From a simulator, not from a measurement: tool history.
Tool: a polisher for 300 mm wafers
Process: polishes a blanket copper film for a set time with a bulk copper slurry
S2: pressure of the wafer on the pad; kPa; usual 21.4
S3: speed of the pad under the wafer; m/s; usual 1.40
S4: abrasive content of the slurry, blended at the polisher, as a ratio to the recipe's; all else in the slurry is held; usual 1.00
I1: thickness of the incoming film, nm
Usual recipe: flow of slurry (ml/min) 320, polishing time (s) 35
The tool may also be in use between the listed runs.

run 1 hour=0.0 | flow_of_slurry_(ml/min)=320 S2=17.2 S3=1.40 S4=1.00 polishing_time_(s)=35 | I1=4104.7 | film_removed_(angstrom)=4412
-- hour=0.9 slurry blender recalibrated
run 2 hour=71.0 | flow_of_slurry_(ml/min)=320 S2=17.2 S3=1.40 S4=1.00 polishing_time_(s)=35 | I1=4002.3 | film_removed_(angstrom)=4248
-- hour=75.8 worn pad replaced by a new one
-- hour=97.8 head pressure recalibrated
run 3 hour=142.0 | flow_of_slurry_(ml/min)=320 S2=21.4 S3=1.40 S4=1.00 polishing_time_(s)=35 | I1=4051.7 | film_removed_(angstrom)=5659
run 4 hour=220.1 | flow_of_slurry_(ml/min)=320 S2=21.4 S3=1.40 S4=1.00 polishing_time_(s)=35 | I1=4096.4 | film_removed_(angstrom)=5481
run 5 hour=283.2 | flow_of_slurry_(ml/min)=320 S2=21.4 S3=1.40 S4=1.00 polishing_time_(s)=35 | I1=4179.6 | film_removed_(angstrom)=5372
-- hour=369.5 slurry blender recalibrated
run 6 hour=379.6 | flow_of_slurry_(ml/min)=320 S2=21.4 S3=1.40 S4=1.00 polishing_time_(s)=35 | I1=4093.6 | film_removed_(angstrom)=5178
-- hour=391.7 worn pad replaced by a new one
run 7 hour=431.8 | flow_of_slurry_(ml/min)=320 S2=21.4 S3=1.40 S4=1.00 polishing_time_(s)=35 | I1=4060.0 | film_removed_(angstrom)=5046
run 8 hour=513.3 | flow_of_slurry_(ml/min)=320 S2=21.4 S3=1.40 S4=1.00 polishing_time_(s)=35 | I1=4028.6 | film_removed_(angstrom)=5017
run 9 hour=607.0 | flow_of_slurry_(ml/min)=320 S2=21.4 S3=1.40 S4=1.00 polishing_time_(s)=35 | I1=4078.3 | film_removed_(angstrom)=4812
-- hour=614.8 worn pad replaced by a new one, repeated, since the last time left the tool worse
run 10 hour=673.7 | flow_of_slurry_(ml/min)=320 S2=21.4 S3=1.40 S4=1.00 polishing_time_(s)=35 | I1=4083.8 | film_removed_(angstrom)=5678
-- hour=706.9 head pressure recalibrated
-- hour=749.6 slurry blender recalibrated
run 11 hour=773.3 | flow_of_slurry_(ml/min)=320 S2=21.4 S3=1.84 S4=1.00 polishing_time_(s)=35 | I1=4087.0 | film_removed_(angstrom)=6508
-- hour=793.5 slurry nozzle cleaned
run 12 hour=847.5 | flow_of_slurry_(ml/min)=320 S2=21.4 S3=1.64 S4=1.00 polishing_time_(s)=35 | I1=4069.3 | film_removed_(angstrom)=5903
-- hour=917.9 worn pad replaced by a new one
run 13 hour=918.4 | flow_of_slurry_(ml/min)=320 S2=29.0 S3=1.10 S4=1.25 polishing_time_(s)=35 | I1=4097.9 | film_removed_(angstrom)=6865
run 14 hour=974.2 | flow_of_slurry_(ml/min)=320 S2=21.4 S3=1.12 S4=1.10 polishing_time_(s)=35 | I1=4088.6 | film_removed_(angstrom)=5086
run 15 hour=1049.8 | flow_of_slurry_(ml/min)=320 S2=25.5 S3=1.40 S4=1.00 polishing_time_(s)=35 | I1=4113.9 | film_removed_(angstrom)=6471
run 16 hour=1132.2 | flow_of_slurry_(ml/min)=320 S2=21.4 S3=1.84 S4=1.00 polishing_time_(s)=35 | I1=4126.9 | film_removed_(angstrom)=6343
-- hour=1140.5 slurry blender recalibrated
run 17 hour=1224.2 | flow_of_slurry_(ml/min)=320 S2=24.1 S3=1.40 S4=0.90 polishing_time_(s)=35 | I1=4111.9 | film_removed_(angstrom)=5639
-- hour=1253.1 worn pad replaced by a new one
-- hour=1312.7 head pressure recalibrated
run 18 hour=1323.1 | flow_of_slurry_(ml/min)=430 S2=21.4 S3=1.40 S4=0.70 polishing_time_(s)=35 | I1=4102.2 | film_removed_(angstrom)=5361
run 19 hour=1387.5 | flow_of_slurry_(ml/min)=320 S2=21.4 S3=1.40 S4=1.00 polishing_time_(s)=35 | I1=4125.2 | film_removed_(angstrom)=5571
run 20 hour=1449.3 | flow_of_slurry_(ml/min)=290 S2=18.6 S3=1.40 S4=1.10 polishing_time_(s)=35 | I1=4088.0 | film_removed_(angstrom)=4695

Run 21, settings as shown, results not yet in. Your forecast:
run 21 hour=1497.1 | flow_of_slurry_(ml/min)=320 S2=21.4 S3=1.70 S4=1.00 polishing_time_(s)=35 | I1=4034.8 | film_removed_(angstrom)=?

{"run 21": {"film removed (angstrom)": 6131}}
With the hidden condition absent and the run-to-run variation left alone, this run would have shown film removed (angstrom) 6446.

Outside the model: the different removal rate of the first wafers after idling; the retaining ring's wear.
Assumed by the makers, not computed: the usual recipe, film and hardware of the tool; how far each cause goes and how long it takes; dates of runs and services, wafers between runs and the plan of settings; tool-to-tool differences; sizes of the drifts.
